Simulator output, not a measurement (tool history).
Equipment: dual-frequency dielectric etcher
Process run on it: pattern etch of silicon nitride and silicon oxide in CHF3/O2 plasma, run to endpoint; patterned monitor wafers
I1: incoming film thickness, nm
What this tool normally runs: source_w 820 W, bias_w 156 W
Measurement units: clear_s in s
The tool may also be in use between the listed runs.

Run 1, hour 0: usual settings but source_w 770 W; I1 209.3. Result: clear_s 132.5 s.
Run 2, hour 169.5: usual settings; I1 208. Result: clear_s 131.9 s.
At hour 198: source power generator calibrated.
Run 3, hour 207.7: usual settings; I1 210.6. Result: clear_s 134.1 s.
Run 4, hour 250.9: usual settings; I1 208.6. Result: clear_s 133 s.
Run 5, hour 315.8: usual settings; I1 211.5. Result: clear_s 136.2 s.
Run 6, hour 358.7: usual settings; I1 207.2. Result: clear_s 134.2 s.
At hour 405.7: wet clean of the chamber.
Run 7, hour 453.8: usual settings; I1 208.4. Result: clear_s 127.8 s.
Run 8, hour 503: usual settings but source_w 700 W; I1 209.7. Result: clear_s 138.2 s.
Run 9, hour 594.9: usual settings but source_w 700 W; I1 207.5. Result: clear_s 137.8 s.
Run 10, hour 681.1: usual settings but source_w 700 W; I1 208.3. Result: clear_s 138.4 s.
Run 11, hour 764.8: usual settings; I1 207. Result: clear_s 131.8 s.
Run 12, hour 810.2: usual settings; I1 209.7. Result: clear_s 134.4 s.
Run 13, hour 866.9: usual settings; I1 208.5. Result: clear_s 134.6 s.
At hour 958.3: wet clean of the chamber.
At hour 958.8: upper electrode replaced.
Run 14, hour 959.3: usual settings; I1 207.3. Result: clear_s 127.5 s.
Run 15, hour 1005.1: usual settings; I1 208. Result: clear_s 127.1 s.
Run 16, hour 1068.6: usual settings; I1 207.2. Result: clear_s 128.7 s.
Run 17, hour 1158.7: usual settings; I1 209.6. Result: clear_s 131.7 s.
Run 18, hour 1245: usual settings but source_w 650 W, bias_w 194 W; I1 208.7. Result: clear_s 133.1 s.
Run 19, hour 1326.9: usual settings but bias_w 136 W; I1 206.7. Result: clear_s 137.5 s.
Run 20, hour 1386.4: usual settings; I1 208.8. Result: clear_s 134.8 s.
At hour 1425.2: wet clean of the chamber.
Run 21, hour 1475: usual settings but source_w 1010 W, bias_w 126 W; I1 209.8. Result: clear_s 131.7 s.
Run 22, hour 1516.2: usual settings but source_w 680 W; I1 207. Result: clear_s 138.9 s.
Run 23, hour 1566.9: usual settings but source_w 690 W, bias_w 131 W; I1 208.5. Result: clear_s 147.9 s.
At hour 1578.3: bias power generator calibrated.
Run 24, hour 1647: usual settings but source_w 960 W; I1 209.4. Result: clear_s 126.7 s.
Run 25, hour 1702.8: usual settings; I1 209.7. Result: clear_s 133.9 s.
Run 26, hour 1783: usual settings but source_w 690 W, bias_w 181 W; I1 209.3. Result: clear_s 136.6 s.
Run 27, hour 1824.4: usual settings but bias_w 142 W; I1 207. Result: clear_s 138.9 s.
Run 28, hour 1869.6: usual settings but source_w 670 W; I1 208.9. Result: clear_s 145.6 s.
At hour 1917.9: source power generator calibrated.
At hour 1941.7: wet clean of the chamber.
Run 29, hour 1942.2: usual settings; I1 206.3. Result: clear_s 126.2 s.
Run 30, hour 1964.2: usual settings but source_w 650 W; I1 207.8. Result: clear_s 138.6 s.
Run 31, hour 2067.4: usual settings but source_w 630 W, bias_w 139 W; I1 211.2. Result: clear_s 148.7 s.
Run 32, hour 2129.7: usual settings but bias_w 140 W; I1 207.4. Result: clear_s 134.2 s.
Run 33, hour 2217.2: usual settings but source_w 920 W, bias_w 177 W; I1 206.5. Result: clear_s 120.9 s.
At hour 2381.6: wet clean of the chamber.
Run 34, hour 2513.8: usual settings; I1 209.5. Result: clear_s 129 s.

Had the tool no unlogged condition, and each run kept its random variation, what would the results have been?
The tool's hidden condition here consists of: etch rate over this chamber's usual, %; source power that arrives over what is set, %; bias power that arrives over what is set, %.
run  clear_s
  1    131.2
  2    128.3
  3    129.9
  4    128.2
  5    130.4
  6    127.8
  7    127.6
  8    137.2
  9    135.6
 10    134.9
 11    127.3
 12    129.1
 13    128.5
 14    127.7
 15    126.7
 16    127.4
 17    129.1
 18    129.2
 19    132.3
 20      129
 21    129.9
 22    136.4
 23    144.5
 24    122.7
 25    128.9
 26    130.3
 27    131.9
 28    137.6
 29    126.5
 30    138.6
 31    147.1
 32    131.8
 33    117.7
 34    128.1
